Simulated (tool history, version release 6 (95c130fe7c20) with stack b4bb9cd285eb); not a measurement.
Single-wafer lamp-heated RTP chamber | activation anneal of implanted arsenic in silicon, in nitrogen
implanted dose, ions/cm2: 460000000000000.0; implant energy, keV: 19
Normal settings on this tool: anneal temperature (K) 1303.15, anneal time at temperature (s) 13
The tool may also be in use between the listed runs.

run	day	anneal temperature (K)	anneal time at temperature (s)	wafers since the last listed run	wafers since the last pyrometer calibration	wafers since the reflector plate was cleaned	hours since the gauge calibration	read-back reference wafer on the same gauge, sheet resistance	sheet resistance of the implanted and annealed layer (ohm/square)
1	0	1303.15	13	0	4496	4076	1346	248.89	238.45
2	3.517	1303.15	13	850	5347	4927	1430.4	249.02	237.87
3	5.892	1303.15	13	574	5922	5502	1487.4	248.89	238.58
# day 7.562: pyrometer window cleaned and pyrometer calibrated
# day 8.442: reflector plate cleaned
4	10.392	1303.15	13	927	603	471	1595.4	248.92	239.76
5	13.108	1303.15	13	657	1260	1129	1660.6	249.02	239.19
6	15.079	1303.15	13	476	1737	1605	1707.9	249.12	238.93
7	18.975	1303.15	13	942	2679	2548	1801.4	249.05	238.59
8	22.525	1303.15	13	858	3538	3407	1886.6	248.97	239.49
9	25.421	1303.15	13	700	4239	4107	1956.1	249.06	238.06
10	27.604	1303.15	13	528	4767	4635	2008.5	248.98	238.3
# day 32.812: pyrometer window cleaned and pyrometer calibrated
# day 34.025: reflector plate cleaned
11	36.583	1303.15	13	2010	832	618	2224	248.86	239.12
12	39.496	1303.15	13	704	1536	1323	2293.9	249.08	238.68
13	42.008	1303.15	13	607	2144	1931	2354.2	249.05	238.8
14	46.283	1303.15	17	1034	3178	2965	2456.8	249.07	237.02
15	50.267	1303.15	17	963	4142	3928	2552.4	248.99	236.55
16	52.004	1303.15	13	420	4562	4349	2594.1	249.05	238.41
# day 56.075: pyrometer window cleaned and pyrometer calibrated
17	56.096	1303.15	13	909	5	5258	2692.3	248.98	238.29
18	60.279	1303.15	13	1011	1017	6270	2792.7	249.08	238.07
# day 61.046: reflector plate cleaned
19	64.058	1284.15	17	833	1850	728	2883.4	249.03	240
# day 64.642: gauge calibrated
20	65.617	1303.15	13	376	2227	1105	23.4	249.01	238.76
21	67.8	1303.15	13	528	2755	1633	75.8	248.93	238.61
22	70.796	1312.15	17	724	3480	2358	147.7	249.05	235.23
23	73.162	1331.15	9	572	4052	2930	204.5	248.87	237.07
24	77.375	1275.15	16	1019	5071	3949	305.6	249.04	241.69
25	81.088	1303.15	20	898	5970	4847	394.7	249.01	235.17
# day 85.208: reflector plate cleaned
# day 85.829: pyrometer window cleaned and pyrometer calibrated
26	94.471	1303.15	17	3076	2090	2159	715.9	248.93	237.15
27	98.279	1303.15	13	921	3011	3080	807.3	248.86	238.38
28	104.271	1303.15	13	1449	4460	4530	951.1	248.85	238.19
# day 107.792: reflector plate cleaned
29	107.812	1290.15	9	776	5236	5	1036.1	249.16	243.1
30	109.917	1303.15	13	509	5745	514	1086.6	248.96	239.4
# day 111.625: pyrometer window cleaned and pyrometer calibrated
31	113.912	1303.15	11	885	553	1400	1182.5	249.02	239.83
32	117.933	1303.15	7	972	1525	2372	1279	248.88	242.64
33	121.383	1303.15	13	834	2360	3207	1361.8	249.07	238.28
34	124.067	1311.15	21	649	3009	3856	1426.2	249.06	233.1
35	126.958	1321.15	13	699	3709	4555	1495.6	248.95	235.29
36	129.592	1303.15	8	637	4346	5192	1558.8	248.94	241.36

Results per run with the tool's hidden condition removed, run-to-run variation unchanged:
Hidden state present: true wafer temperature minus pyrometer reading, K; wafer temperature error from the tarnished reflector plate, K; gauge reads high (%).
run	sheet resistance of the implanted and annealed layer (ohm/square)
1	239.36
2	238.95
3	239.77
4	239.89
5	239.44
6	239.28
7	239.12
8	240.19
9	238.9
10	239.24
11	239.33
12	239.02
13	239.26
14	237.78
15	237.52
16	239.34
17	239.43
18	239.41
19	240.19
20	239.06
21	239.02
22	235.92
23	237.82
24	242.31
25	236.45
26	237.75
27	239.09
28	239.19
29	243.11
30	239.52
31	240.11
32	243
33	238.93
34	234.15
35	236.4
36	242.17
